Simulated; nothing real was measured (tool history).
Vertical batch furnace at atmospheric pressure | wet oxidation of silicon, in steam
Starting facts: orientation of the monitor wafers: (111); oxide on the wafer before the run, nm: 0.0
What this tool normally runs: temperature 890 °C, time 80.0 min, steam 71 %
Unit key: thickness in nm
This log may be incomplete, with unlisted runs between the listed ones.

run	hour	temperature	time	steam	wafers since the last listed run	hours since the last temperature calibration	hours since the steam generator was serviced	hours since the gauge calibration	read-back reference wafer on the same gauge, thickness	thickness
1	0.0	896	80.0	71	0	4236.1	1989.8	927.0	201.24	198.02
2	29.3	896	80.0	71	367	4265.4	2019.1	956.3	200.89	197.18
3	47.3	896	80.0	71	225	4283.4	2037.1	974.3	200.97	197.65
4	74.0	890	80.0	71	334	4310.1	2063.8	1001.0	201.10	183.08
5	86.2	890	90.0	71	152	4322.3	2076.0	1013.2	200.86	202.54
6	118.2	890	90.0	71	401	4354.3	2108.0	1045.2	201.15	202.09
7	135.3	900	80.0	63	214	4371.4	2125.1	1062.3	200.86	188.42
8	168.5	890	80.0	71	416	4404.6	2158.3	1095.5	200.82	182.91
# hour 184.7: gauge calibrated
9	196.0	890	80.0	75	344	4432.1	2185.8	11.3	200.95	192.11
10	219.2	890	80.0	71	290	4455.3	2209.0	34.5	201.09	183.43
11	238.6	890	80.0	71	243	4474.7	2228.4	53.9	201.24	183.44
12	265.6	890	80.0	76	338	4501.7	2255.4	80.9	200.94	194.06
# hour 298.6: thermocouples replaced and temperature profile calibrated
# hour 308.4: steam generator serviced
13	308.9	890	80.0	76	119	10.3	0.5	124.2	200.98	193.59
14	314.5	909	80.0	71	70	15.9	6.1	129.8	200.98	228.36
15	323.3	890	80.0	71	110	24.7	14.9	138.6	201.19	183.68
16	340.8	909	59.0	71	219	42.2	32.4	156.1	200.89	178.59
17	360.9	890	80.0	71	251	62.3	52.5	176.2	200.93	183.22
18	390.2	890	80.0	71	367	91.6	81.8	205.5	200.74	183.41
19	412.7	868	66.5	66	282	114.1	104.3	228.0	201.05	107.05
20	437.7	877	80.0	71	313	139.1	129.3	253.0	200.98	154.05
21	462.5	890	80.0	71	310	163.9	154.1	277.8	200.95	183.37
22	487.5	890	80.0	71	313	188.9	179.1	302.8	200.89	183.70
23	521.7	878	53.0	66	428	223.1	213.3	337.0	201.03	101.66
24	553.7	890	80.0	71	401	255.1	245.3	369.0	201.03	182.84
25	575.6	890	80.0	64	274	277.0	267.2	390.9	201.02	168.16
26	605.7	890	80.0	71	377	307.1	297.3	421.0	200.94	183.42
27	640.3	912	80.0	71	433	341.7	331.9	455.6	201.03	235.10
28	666.2	896	80.0	71	324	367.6	357.8	481.5	200.92	198.72
29	689.1	890	92.0	80	287	390.5	380.7	504.4	200.92	227.59
30	707.3	890	80.0	71	228	408.7	398.9	522.6	200.83	183.01
31	745.2	890	80.0	71	475	446.6	436.8	560.5	201.17	183.30
32	764.1	909	69.0	71	236	465.5	455.7	579.4	200.95	203.50
33	783.6	910	80.0	74	244	485.0	475.2	598.9	200.79	238.02
34	810.7	890	65.0	79	339	512.1	502.3	626.0	200.97	168.72
35	823.1	890	43.5	71	155	524.5	514.7	638.4	201.03	108.59
36	858.2	890	107.5	71	440	559.6	549.8	673.5	200.90	234.15
37	890.3	890	118.0	71	402	591.7	581.9	705.6	200.98	250.80
38	918.4	905	47.0	80	352	619.8	610.0	733.7	200.91	157.19
39	944.5	884	80.0	71	327	645.9	636.1	759.8	200.93	169.11

Branching from run 39: 3 alternative next runs. What would each branch give?
A	950.2	890	80.0	71	71	651.6	641.8	765.5	?	?
B	950.2	890	116.0	82	71	651.6	641.8	765.5	?	?
C	950.2	878	80.0	82	71	651.6	641.8	765.5	?	?

run	read-back reference wafer on the same gauge, thickness	thickness
A	201.10	183.47
B	201.10	278.16
C	201.10	176.79
With the hidden condition removed and each run's random variation left untouched, the same runs would have given:
run	thickness
A	183.47
B	278.16
C	176.79
